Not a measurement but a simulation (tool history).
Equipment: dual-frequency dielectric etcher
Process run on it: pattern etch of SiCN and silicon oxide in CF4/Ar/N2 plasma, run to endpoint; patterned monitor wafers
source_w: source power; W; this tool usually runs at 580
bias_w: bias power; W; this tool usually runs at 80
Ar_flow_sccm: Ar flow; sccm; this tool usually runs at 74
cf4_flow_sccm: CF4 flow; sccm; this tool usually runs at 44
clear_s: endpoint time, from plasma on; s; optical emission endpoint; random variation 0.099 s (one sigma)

| run | day | source_w | bias_w | Ar_flow_sccm | cf4_flow_sccm | incoming incoming film thickness, nm | clear_s |
|---|---|---|---|---|---|---|---|
| 1 | 0.000 | 580 | 99 | 61 | 51 | 12.48 | 10.4 |
| 2 | 0.533 | 490 | 72 | 74 | 38 | 12.48 | 14.0 |
| 3 | 1.608 | 500 | 96 | 87 | 52 | 12.48 | 12.0 |
|  | 3.175 | bias power generator calibrated |
|  | 3.175 | upper electrode replaced |
| 4 | 3.196 | 540 | 89 | 61 | 52 | 12.45 | 11.0 |
| 5 | 3.488 | 580 | 72 | 86 | 44 | 12.45 | 12.9 |
| 6 | 4.758 | 580 | 85 | 87 | 34 | 12.52 | 12.5 |
| 7 | 6.038 | 540 | 99 | 60 | 44 | 12.59 | 11.1 |
| 8 | 8.000 | 580 | 80 | 74 | 50 | 12.52 | 11.8 |
|  | 8.550 | CF4 flow controller replaced |
|  | 9.267 | Ar flow controller replaced |
| 9 | 9.288 | 540 | 95 | 79 | 44 | 12.43 | 11.7 |
| 10 | 9.683 | 580 | 80 | 59 | 44 | 12.54 | 11.5 |
|  | 10.854 | wet clean of the chamber |
| 11 | 11.162 | 580 | 69 | 86 | 44 | 12.46 | 13.0 |
| 12 | 12.292 | 580 | 70 | 74 | 44 | 12.56 | 12.7 |
| 13 | 13.633 | 580 | 80 | 74 | 44 | 12.50 | 12.0 |
| 14 | 14.788 | 580 | 80 | 58 | 44 | 12.55 | 11.4 |
| 15 | 15.908 | 580 | 80 | 74 | 44 | 12.50 | 11.9 |
| 16 | 17.121 | 530 | 66 | 83 | 38 | 12.54 | 14.3 |
| 17 | 18.271 | 710 | 80 | 83 | 53 | 12.60 | 10.7 |
| 18 | 19.142 | 580 | 61 | 59 | 44 | 12.47 | 12.8 |
| 19 | 19.662 | 580 | 71 | 74 | 44 | 12.48 | 12.4 |
| 20 | 20.992 | 580 | 99 | 61 | 51 | 12.40 | 10.1 |
| 21 | 22.446 | 580 | 99 | 74 | 52 | 12.65 | 10.7 |
| 22 | 23.912 | 580 | 80 | 67 | 38 | 12.58 | 12.2 |
| 23 | 25.388 | 580 | 69 | 86 | 44 | 12.52 | 13.2 |

Each row is a separate what-if for the run after 23, all from the same tool condition, not one after another. Results?
| A | 25.404 | 580 | 80 | 74 | 44 | 12.60 | ? |
| B | 25.404 | 580 | 94 | 92 | 48 | 12.60 | ? |
| C | 25.404 | 620 | 63 | 81 | 41 | 12.60 | ? |
| D | 25.404 | 580 | 87 | 82 | 44 | 12.60 | ? |
| E | 25.404 | 580 | 80 | 80 | 44 | 12.60 | ? |

| run | clear_s |
|---|---|
| A | 12.0 |
| B | 11.5 |
| C | 13.1 |
| D | 11.8 |
| E | 12.2 |
Without the tool's unlogged condition, the same runs would have read:
| run | clear_s |
|---|---|
| A | 12.0 |
| B | 11.5 |
| C | 13.1 |
| D | 11.8 |
| E | 12.2 |
